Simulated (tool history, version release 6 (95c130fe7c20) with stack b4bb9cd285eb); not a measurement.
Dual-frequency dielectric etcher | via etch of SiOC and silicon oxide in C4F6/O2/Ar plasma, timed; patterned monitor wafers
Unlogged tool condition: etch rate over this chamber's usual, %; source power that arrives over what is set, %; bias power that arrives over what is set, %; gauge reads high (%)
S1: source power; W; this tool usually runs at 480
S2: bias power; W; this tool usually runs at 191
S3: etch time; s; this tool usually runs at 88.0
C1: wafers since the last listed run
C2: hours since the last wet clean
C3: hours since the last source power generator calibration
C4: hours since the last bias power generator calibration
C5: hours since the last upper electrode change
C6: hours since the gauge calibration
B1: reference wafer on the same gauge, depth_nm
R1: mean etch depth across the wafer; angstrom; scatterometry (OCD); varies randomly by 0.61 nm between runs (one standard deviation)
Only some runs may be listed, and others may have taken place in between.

run     day   S1   S2     S3   C1     C2      C3      C4      C5     C6     B1    R1
  1   0.000  480  191   70.0    0  194.9  2102.3  4169.8  5230.1  260.2  122.1   905
  2   1.179  480  191   70.0  161  223.2  2130.6  4198.1  5258.4  288.5  122.0   917
  3   1.788  480  191   88.0   83  237.8  2145.2  4212.7  5273.0  303.1  122.2  1144
  4   3.288  480  191   88.0  205  273.8  2181.2  4248.7  5309.0  339.1  121.8  1167
  5   4.079  480  191   88.0  108  292.8  2200.2  4267.7  5328.0  358.1  121.8  1147
  6   4.721  480  191   88.0   88  308.2  2215.6  4283.1  5343.4  373.5  122.0  1157
  7   5.312  480  191   88.0   81  322.4  2229.8  4297.3  5357.6  387.7  122.0  1157
  8   6.604  480  191   96.5  177  353.4  2260.8  4328.3  5388.6  418.7  121.9  1277
      7.967  -- wet clean of the chamber
      9.158  -- source power generator calibrated
      9.267  -- upper electrode replaced
  9   9.288  480  191   96.5  192   31.7     3.1  4392.7     0.5  483.1  121.9  1225
      9.979  -- gauge calibrated
 10  10.221  480  191   96.5  128   54.1    25.5  4415.1    22.9    5.8  121.9  1222
 11  11.283  540  191  105.0  145   79.6    51.0  4440.6    48.4   31.3  121.8  1410
 12  12.729  480  191   64.5  198  114.3    85.7  4475.3    83.1   66.0  121.8   822
 13  13.608  560  223   70.5  120  135.4   106.8  4496.4   104.2   87.1  122.0  1035
     13.896  -- bias power generator calibrated
 14  14.467  590  220   62.0   94  156.0   127.4    13.7   124.8  107.7  122.0   923
 15  15.358  590  220   62.0  122  177.4   148.8    35.1   146.2  129.1  122.2   930
 16  16.329  550  238  106.0  133  200.7   172.1    58.4   169.5  152.4  122.2  1596
 17  17.233  480  191   88.0  124  222.4   193.8    80.1   191.2  174.1  122.0  1141
 18  18.729  440  206  105.0  205  258.3   229.7   116.0   227.1  210.0  121.8  1333
 19  19.675  480  191   88.0  129  281.0   252.4   138.7   249.8  232.7  122.0  1154
 20  20.475  550  191  106.5  109  300.2   271.6   157.9   269.0  251.9  122.0  1488

A few steps of R1 between consecutive runs. Split each: what settings, incoming material and random variation would produce without the hidden state, and what is left over for the hidden state, along with gauge scatter present in only one of the two compared results (measured, and without hidden state):
Run 8 -> 9: wet clean of the chamber, source power generator calibrated, upper electrode replaced. R1 -52 angstrom: hidden state -57, all else +5.
Run 11 -> 12: S1 540 -> 480, S3 105.0 -> 64.5. R1 -588 angstrom: hidden state +0, all else -588.
Run 15 -> 16: S1 590 -> 550, S2 220 -> 238, S3 62.0 -> 106.0. R1 +666 angstrom: hidden state +16, all else +650.
